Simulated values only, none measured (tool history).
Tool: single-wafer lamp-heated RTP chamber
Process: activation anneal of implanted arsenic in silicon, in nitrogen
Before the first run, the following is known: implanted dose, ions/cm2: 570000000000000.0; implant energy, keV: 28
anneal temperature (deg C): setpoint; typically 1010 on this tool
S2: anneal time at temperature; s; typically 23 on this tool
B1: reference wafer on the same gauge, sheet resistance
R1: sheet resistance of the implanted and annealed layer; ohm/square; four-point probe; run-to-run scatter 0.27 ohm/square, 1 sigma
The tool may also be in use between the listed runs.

run 1 hour=0.0 | anneal_temperature_(deg_C)=1010 S2=23 | B1=172.99 | R1=181.77
-- hour=67.8 reflector plate cleaned
run 2 hour=73.2 | anneal_temperature_(deg_C)=1010 S2=23 | B1=173.06 | R1=180.77
run 3 hour=129.8 | anneal_temperature_(deg_C)=1010 S2=23 | B1=172.97 | R1=181.23
run 4 hour=200.8 | anneal_temperature_(deg_C)=1010 S2=23 | B1=172.97 | R1=181.38
run 5 hour=291.1 | anneal_temperature_(deg_C)=1010 S2=23 | B1=172.98 | R1=179.84
-- hour=319.9 pyrometer window cleaned and pyrometer calibrated
run 6 hour=366.2 | anneal_temperature_(deg_C)=1010 S2=23 | B1=173.02 | R1=181.58
run 7 hour=422.3 | anneal_temperature_(deg_C)=990 S2=13 | B1=173.04 | R1=186.01
run 8 hour=532.9 | anneal_temperature_(deg_C)=990 S2=13 | B1=173.06 | R1=185.50
run 9 hour=573.1 | anneal_temperature_(deg_C)=990 S2=13 | B1=173.03 | R1=184.87
-- hour=630.8 reflector plate cleaned
-- hour=651.6 pyrometer window cleaned and pyrometer calibrated
run 10 hour=661.3 | anneal_temperature_(deg_C)=1010 S2=23 | B1=173.00 | R1=181.29
run 11 hour=749.5 | anneal_temperature_(deg_C)=1018 S2=31 | B1=172.92 | R1=178.54
run 12 hour=888.2 | anneal_temperature_(deg_C)=1018 S2=31 | B1=172.99 | R1=178.22
run 13 hour=963.2 | anneal_temperature_(deg_C)=1010 S2=32 | B1=172.98 | R1=179.01
-- hour=1004.8 pyrometer window cleaned and pyrometer calibrated
run 14 hour=1014.1 | anneal_temperature_(deg_C)=1034 S2=17 | B1=173.01 | R1=180.73

Run 15, settings as shown, results not yet in. Your forecast:
-- hour=1067.0 reflector plate cleaned
run 15 hour=1146.8 | anneal_temperature_(deg_C)=988 S2=15 | B1=? | R1=?

B1: 173.04
R1: 184.96 ohm/square
The same run, on a tool lacking any hidden state, would have yielded R1 185.45 ohm/square.

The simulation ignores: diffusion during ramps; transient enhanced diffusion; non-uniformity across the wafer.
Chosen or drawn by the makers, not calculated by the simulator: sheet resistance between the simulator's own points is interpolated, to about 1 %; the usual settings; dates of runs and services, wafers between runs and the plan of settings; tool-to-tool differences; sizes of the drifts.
